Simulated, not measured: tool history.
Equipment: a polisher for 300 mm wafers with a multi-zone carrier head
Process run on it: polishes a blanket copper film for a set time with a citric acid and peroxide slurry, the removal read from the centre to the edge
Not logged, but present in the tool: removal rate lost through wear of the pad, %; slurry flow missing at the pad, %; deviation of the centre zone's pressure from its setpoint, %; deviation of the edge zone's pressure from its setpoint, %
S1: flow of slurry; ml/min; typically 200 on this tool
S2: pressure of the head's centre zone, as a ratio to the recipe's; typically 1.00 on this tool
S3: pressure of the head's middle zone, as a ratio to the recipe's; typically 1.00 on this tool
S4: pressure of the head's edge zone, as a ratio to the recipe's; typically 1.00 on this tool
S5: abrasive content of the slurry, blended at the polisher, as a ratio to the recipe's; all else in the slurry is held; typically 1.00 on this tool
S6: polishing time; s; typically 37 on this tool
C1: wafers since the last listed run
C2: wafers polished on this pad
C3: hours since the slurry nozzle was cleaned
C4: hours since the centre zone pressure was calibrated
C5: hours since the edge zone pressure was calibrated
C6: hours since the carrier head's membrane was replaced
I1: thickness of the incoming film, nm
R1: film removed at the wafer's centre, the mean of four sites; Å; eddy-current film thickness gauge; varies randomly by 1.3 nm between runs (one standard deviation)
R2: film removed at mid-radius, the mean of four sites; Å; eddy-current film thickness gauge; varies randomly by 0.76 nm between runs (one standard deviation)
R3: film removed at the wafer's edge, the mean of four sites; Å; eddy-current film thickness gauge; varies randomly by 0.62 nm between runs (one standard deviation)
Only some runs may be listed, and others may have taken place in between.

{"run": 1, "day": 0.0, "S1": 200, "S2": 1.0, "S3": 1.0, "S4": 1.0, "S5": 1.0, "S6": 37, "C1": 0, "C2": 525, "C3": 775.1, "C4": 345.7, "C5": 170.0, "C6": 753.3, "I1": 768.9, "R1": 786, "R2": 801, "R3": 837}
{"run": 2, "day": 1.221, "S1": 200, "S2": 1.0, "S3": 1.0, "S4": 1.0, "S5": 1.0, "S6": 37, "C1": 195, "C2": 720, "C3": 804.4, "C4": 375.0, "C5": 199.3, "C6": 782.6, "I1": 763.7, "R1": 796, "R2": 808, "R3": 837}
{"day": 3.175, "done": "slurry nozzle cleaned"}
{"run": 3, "day": 3.367, "S1": 200, "S2": 1.0, "S3": 1.0, "S4": 1.0, "S5": 1.0, "S6": 37, "C1": 336, "C2": 1057, "C3": 4.6, "C4": 426.5, "C5": 250.8, "C6": 834.1, "I1": 766.8, "R1": 942, "R2": 934, "R3": 933}
{"day": 5.812, "done": "worn pad replaced by a new one"}
{"run": 4, "day": 6.083, "S1": 160, "S2": 1.0, "S3": 1.0, "S4": 1.0, "S5": 1.0, "S6": 37, "C1": 408, "C2": 43, "C3": 69.8, "C4": 491.7, "C5": 316.0, "C6": 899.3, "I1": 751.5, "R1": 872, "R2": 884, "R3": 881}
{"run": 5, "day": 7.096, "S1": 200, "S2": 0.91, "S3": 1.0, "S4": 1.0, "S5": 1.0, "S6": 37, "C1": 162, "C2": 205, "C3": 94.1, "C4": 516.0, "C5": 340.3, "C6": 923.6, "I1": 748.9, "R1": 854, "R2": 907, "R3": 908}
{"run": 6, "day": 9.662, "S1": 200, "S2": 0.91, "S3": 1.0, "S4": 1.0, "S5": 1.0, "S6": 37, "C1": 410, "C2": 616, "C3": 155.7, "C4": 577.6, "C5": 401.9, "C6": 985.2, "I1": 770.1, "R1": 801, "R2": 910, "R3": 895}
{"day": 9.817, "done": "edge zone pressure recalibrated"}
{"run": 7, "day": 10.946, "S1": 200, "S2": 1.0, "S3": 1.0, "S4": 1.0, "S5": 1.0, "S6": 37, "C1": 192, "C2": 808, "C3": 186.5, "C4": 608.4, "C5": 27.1, "C6": 1016.0, "I1": 768.2, "R1": 907, "R2": 904, "R3": 901}
{"run": 8, "day": 13.283, "S1": 200, "S2": 1.0, "S3": 1.0, "S4": 1.0, "S5": 1.0, "S6": 37, "C1": 374, "C2": 1182, "C3": 242.6, "C4": 664.5, "C5": 83.2, "C6": 1072.1, "I1": 760.3, "R1": 865, "R2": 886, "R3": 897}
{"run": 9, "day": 14.65, "S1": 200, "S2": 1.0, "S3": 1.0, "S4": 1.0, "S5": 1.0, "S6": 37, "C1": 218, "C2": 1400, "C3": 275.4, "C4": 697.3, "C5": 116.0, "C6": 1104.9, "I1": 757.3, "R1": 887, "R2": 874, "R3": 884}
{"day": 16.567, "done": "carrier head's membrane replaced by a new one"}
{"run": 10, "day": 17.35, "S1": 200, "S2": 1.0, "S3": 0.93, "S4": 1.0, "S5": 1.2, "S6": 37, "C1": 398, "C2": 1799, "C3": 340.2, "C4": 762.1, "C5": 180.8, "C6": 18.8, "I1": 755.8, "R1": 892, "R2": 853, "R3": 929}
{"day": 17.538, "done": "worn pad replaced by a new one"}
{"run": 11, "day": 19.042, "S1": 200, "S2": 0.89, "S3": 1.0, "S4": 1.0, "S5": 1.0, "S6": 28, "C1": 244, "C2": 240, "C3": 380.8, "C4": 802.7, "C5": 221.4, "C6": 59.4, "I1": 767.9, "R1": 577, "R2": 654, "R3": 663}
{"run": 12, "day": 20.85, "S1": 155, "S2": 1.06, "S3": 1.0, "S4": 1.09, "S5": 1.0, "S6": 37, "C1": 289, "C2": 530, "C3": 424.2, "C4": 846.1, "C5": 264.8, "C6": 102.8, "I1": 762.8, "R1": 792, "R2": 790, "R3": 858}
{"run": 13, "day": 23.542, "S1": 200, "S2": 0.92, "S3": 1.0, "S4": 1.0, "S5": 0.85, "S6": 37, "C1": 430, "C2": 961, "C3": 488.8, "C4": 910.7, "C5": 329.4, "C6": 167.4, "I1": 763.1, "R1": 721, "R2": 823, "R3": 825}
{"run": 14, "day": 25.575, "S1": 160, "S2": 1.07, "S3": 1.0, "S4": 1.0, "S5": 1.0, "S6": 28, "C1": 325, "C2": 1286, "C3": 537.6, "C4": 959.5, "C5": 378.2, "C6": 216.2, "I1": 764.3, "R1": 621, "R2": 597, "R3": 625}
{"day": 26.383, "done": "edge zone pressure recalibrated"}
{"run": 15, "day": 27.646, "S1": 200, "S2": 1.0, "S3": 1.0, "S4": 1.0, "S5": 1.0, "S6": 37, "C1": 318, "C2": 1604, "C3": 587.3, "C4": 1009.2, "C5": 30.3, "C6": 265.9, "I1": 752.7, "R1": 815, "R2": 848, "R3": 862}
{"day": 28.012, "done": "centre zone pressure recalibrated"}
{"day": 28.467, "done": "worn pad replaced by a new one"}
{"day": 31.812, "done": "slurry nozzle cleaned"}
{"run": 16, "day": 33.317, "S1": 200, "S2": 1.0, "S3": 1.0, "S4": 1.0, "S5": 1.0, "S6": 37, "C1": 860, "C2": 769, "C3": 36.1, "C4": 127.3, "C5": 166.4, "C6": 402.0, "I1": 762.9, "R1": 890, "R2": 911, "R3": 907}
{"run": 17, "day": 36.092, "S1": 200, "S2": 1.0, "S3": 1.09, "S4": 1.0, "S5": 1.0, "S6": 37, "C1": 444, "C2": 1213, "C3": 102.7, "C4": 193.9, "C5": 233.0, "C6": 468.6, "I1": 746.1, "R1": 880, "R2": 963, "R3": 897}
{"run": 18, "day": 38.333, "S1": 245, "S2": 1.0, "S3": 1.05, "S4": 1.0, "S5": 1.0, "S6": 28, "C1": 358, "C2": 1572, "C3": 156.5, "C4": 247.7, "C5": 286.8, "C6": 522.4, "I1": 755.3, "R1": 685, "R2": 731, "R3": 685}
{"day": 38.992, "done": "worn pad replaced by a new one"}
{"run": 19, "day": 39.888, "S1": 200, "S2": 0.94, "S3": 0.94, "S4": 0.93, "S5": 1.0, "S6": 44, "C1": 222, "C2": 143, "C3": 193.8, "C4": 285.0, "C5": 324.1, "C6": 559.7, "I1": 769.2, "R1": 968, "R2": 994, "R3": 1010}
{"run": 20, "day": 42.004, "S1": 230, "S2": 1.0, "S3": 1.0, "S4": 0.95, "S5": 0.75, "S6": 37, "C1": 338, "C2": 482, "C3": 244.6, "C4": 335.8, "C5": 374.9, "C6": 610.5, "I1": 754.6, "R1": 811, "R2": 825, "R3": 807}
{"run": 21, "day": 43.1, "S1": 245, "S2": 1.0, "S3": 1.0, "S4": 1.0, "S5": 1.0, "S6": 37, "C1": 175, "C2": 657, "C3": 270.9, "C4": 362.1, "C5": 401.2, "C6": 636.8, "I1": 760.7, "R1": 875, "R2": 894, "R3": 907}
{"day": 44.042, "done": "edge zone pressure recalibrated"}
{"run": 22, "day": 44.825, "S1": 200, "S2": 1.0, "S3": 1.0, "S4": 1.0, "S5": 1.0, "S6": 37, "C1": 262, "C2": 920, "C3": 312.3, "C4": 403.5, "C5": 18.8, "C6": 678.2, "I1": 762.3, "R1": 833, "R2": 849, "R3": 861}

Subtracting, for every run, the result it would have given without the tool's unlogged condition from the measured result gives the following. The same run-to-run variation enters both numbers; the gauge's scatter may not:
run=1 R1=-156 R2=-138 R3=-99
run=2 R1=-160 R2=-140 R3=-99
run=3 R1=-6 R2=-6 R3=-4
run=4 R1=-29 R2=-27 R3=-19
run=5 R1=-28 R2=-27 R3=-20
run=6 R1=-41 R2=-41 R3=-29
run=7 R1=-54 R2=-47 R3=-34
run=8 R1=-65 R2=-58 R3=-42
run=9 R1=-74 R2=-63 R3=-46
run=10 R1=-87 R2=-73 R3=-56
run=11 R1=-61 R2=-61 R3=-44
run=12 R1=-122 R2=-104 R3=-77
run=13 R1=-89 R2=-89 R3=-63
run=14 R1=-106 R2=-88 R3=-62
run=15 R1=-112 R2=-102 R3=-72
run=16 R1=-33 R2=-29 R3=-22
run=17 R1=-56 R2=-53 R3=-36
run=18 R1=-46 R2=-44 R3=-30
run=19 R1=-94 R2=-85 R3=-62
run=20 R1=-80 R2=-72 R3=-51
run=21 R1=-87 R2=-78 R3=-58
run=22 R1=-116 R2=-103 R3=-73

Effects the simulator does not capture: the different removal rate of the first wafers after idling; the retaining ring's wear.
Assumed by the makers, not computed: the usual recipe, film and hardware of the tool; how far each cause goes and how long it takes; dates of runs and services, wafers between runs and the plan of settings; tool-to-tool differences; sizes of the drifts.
